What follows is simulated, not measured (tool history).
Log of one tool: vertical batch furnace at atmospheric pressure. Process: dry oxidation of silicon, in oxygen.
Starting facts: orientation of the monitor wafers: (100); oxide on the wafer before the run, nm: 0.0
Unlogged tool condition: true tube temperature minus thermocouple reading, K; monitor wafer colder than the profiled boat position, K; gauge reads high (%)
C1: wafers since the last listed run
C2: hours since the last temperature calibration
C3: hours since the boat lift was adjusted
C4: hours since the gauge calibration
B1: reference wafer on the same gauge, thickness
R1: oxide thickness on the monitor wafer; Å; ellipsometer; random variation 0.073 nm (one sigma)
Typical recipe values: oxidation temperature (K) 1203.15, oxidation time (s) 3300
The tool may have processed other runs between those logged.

Run 1, hour 0.0: usual settings but oxidation temperature (K) 1219.15, oxidation time (s) 2970; C1 0; C2 3579.9; C3 2887.6; C4 341.7; B1 30.30. Result: R1 296.7 Å.
Run 2, hour 25.2: usual settings but oxidation temperature (K) 1219.15, oxidation time (s) 2970; C1 205; C2 3605.1; C3 2912.8; C4 366.9; B1 30.31. Result: R1 296.9 Å.
Run 3, hour 232.2: usual settings but oxidation temperature (K) 1219.15, oxidation time (s) 2970; C1 1688; C2 3812.1; C3 3119.8; C4 573.9; B1 30.29. Result: R1 294.3 Å.
Run 4, hour 283.1: usual settings but oxidation time (s) 2430; C1 415; C2 3863.0; C3 3170.7; C4 624.8; B1 30.31. Result: R1 219.3 Å.
At hour 362.3: boat lift adjusted.
At hour 429.7: thermocouples replaced and temperature profile calibrated.
Run 5, hour 477.9: usual settings but oxidation time (s) 2430; C1 1197; C2 48.2; C3 115.6; C4 819.6; B1 30.27. Result: R1 224.4 Å.
Run 6, hour 512.8: usual settings; C1 284; C2 83.1; C3 150.5; C4 854.5; B1 30.30. Result: R1 274.3 Å.
Run 7, hour 572.2: usual settings; C1 484; C2 142.5; C3 209.9; C4 913.9; B1 30.32. Result: R1 274.8 Å.
Run 8, hour 643.0: usual settings; C1 577; C2 213.3; C3 280.7; C4 984.7; B1 30.30. Result: R1 276.6 Å.
At hour 677.9: thermocouples replaced and temperature profile calibrated, repeated, since the last time left the tool worse.
Run 9, hour 711.0: usual settings; C1 358; C2 33.1; C3 348.7; C4 1052.7; B1 30.30. Result: R1 259.1 Å.
Run 10, hour 749.1: usual settings but oxidation time (s) 2220; C1 310; C2 71.2; C3 386.8; C4 1090.8; B1 30.31. Result: R1 199.1 Å.
Run 11, hour 774.3: usual settings but oxidation temperature (K) 1226.15; C1 205; C2 96.4; C3 412.0; C4 1116.0; B1 30.28. Result: R1 330.6 Å.
Run 12, hour 823.8: usual settings but oxidation temperature (K) 1194.15; C1 403; C2 145.9; C3 461.5; C4 1165.5; B1 30.30. Result: R1 237.2 Å.

For run 13, what comes out?
Run 13, hour 865.1: usual settings but oxidation temperature (K) 1213.15; C1 336; C2 187.2; C3 502.8; C4 1206.8; B1 ?. Result: R1 ?.

{"run 13": {"B1": 30.31, "R1": 286.2}}
Were there no unlogged condition in the tool, this run, its random variation unchanged, would have produced R1 285.5 Å.

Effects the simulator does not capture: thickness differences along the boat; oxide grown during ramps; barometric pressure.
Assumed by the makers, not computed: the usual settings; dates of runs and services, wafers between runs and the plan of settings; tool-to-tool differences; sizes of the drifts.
